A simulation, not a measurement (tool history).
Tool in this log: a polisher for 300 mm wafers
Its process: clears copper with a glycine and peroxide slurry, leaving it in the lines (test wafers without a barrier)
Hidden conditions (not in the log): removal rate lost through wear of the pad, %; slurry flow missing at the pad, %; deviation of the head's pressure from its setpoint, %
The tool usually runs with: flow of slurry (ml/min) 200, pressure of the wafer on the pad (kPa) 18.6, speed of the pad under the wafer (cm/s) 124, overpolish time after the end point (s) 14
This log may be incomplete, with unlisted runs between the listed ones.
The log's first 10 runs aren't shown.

run	hour	flow of slurry (ml/min)	pressure of the wafer on the pad (kPa)	speed of the pad under the wafer (cm/s)	overpolish time after the end point (s)	wafers since the last listed run	wafers polished on this pad	hours since the slurry nozzle was cleaned	hours since the head pressure was calibrated	incoming thickness of the incoming film, nm	time until the end point was called (s)	dishing of a wide line in a test structure (nm)
11	275.2	220	15.9	124	14	232	910	230.7	34.5	949.1	177.7	47.3
# hour 286: slurry nozzle cleaned
12	310.2	170	18.6	88	14	302	1213	24.2	69.5	971.6	180.1	50.1
13	331.1	240	18.6	138	10	186	1399	45.1	90.4	950.6	139.4	46.3
14	352.8	200	18.6	124	21	193	1592	66.8	112.1	949.7	151.7	75.6
15	387.2	200	24.1	146	14	306	1899	101.2	146.5	937.5	108	71.3
16	411.7	200	18.6	124	14	218	2117	125.7	171	952.6	152.8	52.2
17	439.6	255	18.6	146	14	248	2365	153.6	198.9	964.6	137.1	59.1
18	456.9	155	18.6	146	18	154	2520	170.9	216.2	955.2	144.1	68.2
# hour 467: worn pad replaced by a new one
19	491.7	165	18.6	166	6	274	220	205.7	251	955.3	133.2	29.2
20	524.3	175	18.6	152	14	290	510	238.3	283.6	960.1	141.1	58.2
21	547.9	200	18.6	124	14	210	720	261.9	307.2	938.6	153.5	54
22	561.1	200	18.6	82	18	117	838	275.1	320.4	960.1	192.6	57.5
# hour 566: slurry nozzle cleaned
23	581.7	200	22.1	82	9	174	1013	15.7	341	973.6	159.4	36.2
24	608.9	180	13.1	158	20	242	1255	42.9	368.2	945.2	179.4	62.2
25	622.8	180	13.1	158	20	123	1379	56.8	382.1	941.9	175.3	60.9
26	652.8	200	13.1	150	14	267	1646	86.8	412.1	958.2	183.5	46.6
27	665.5	200	18.6	124	14	113	1759	99.5	424.8	953.5	149.5	56.1
28	691.2	255	18.6	146	14	228	1988	125.2	450.5	966.8	138.6	59
# hour 704.1: worn pad replaced by a new one
29	711.9	165	13.8	124	11	148	69	145.9	471.2	956.7	192.7	34.6
30	747.5	200	18.6	146	14	317	386	181.5	506.8	951.9	138.4	60.4
31	779.5	200	18.6	82	20	285	671	213.5	538.8	962	182.2	60.7
32	797	200	15.9	156	14	155	827	231	556.3	938.5	155.2	53.7
33	809.9	175	18.6	110	16	114	942	243.9	569.2	954.2	167.1	58.4
34	836.3	200	18.6	124	14	235	1177	270.3	595.6	953.1	154.2	54

Consider 4 possible next runs. They are alternatives, not a sequence: every one starts from the tool as it was left by run 34. What does each give?
A	836.8	200	18.6	164	14	4	1181	270.8	596.1	958.1	?	?
B	836.8	140	14.5	156	7	4	1181	270.8	596.1	958.1	?	?
C	836.8	170	15.2	102	20	4	1181	270.8	596.1	958.1	?	?
D	836.8	170	18.6	124	11	4	1181	270.8	596.1	958.1	?	?

run	time until the end point was called (s)	dishing of a wide line in a test structure (nm)
A	134.5	60
B	179.2	26.2
C	207.5	56.2
D	159.9	43.3
What these runs would have given with no unlogged condition in the tool:
run	time until the end point was called (s)	dishing of a wide line in a test structure (nm)
A	127.8	62.3
B	168.2	27.7
C	196.2	58.7
D	151.2	45.4

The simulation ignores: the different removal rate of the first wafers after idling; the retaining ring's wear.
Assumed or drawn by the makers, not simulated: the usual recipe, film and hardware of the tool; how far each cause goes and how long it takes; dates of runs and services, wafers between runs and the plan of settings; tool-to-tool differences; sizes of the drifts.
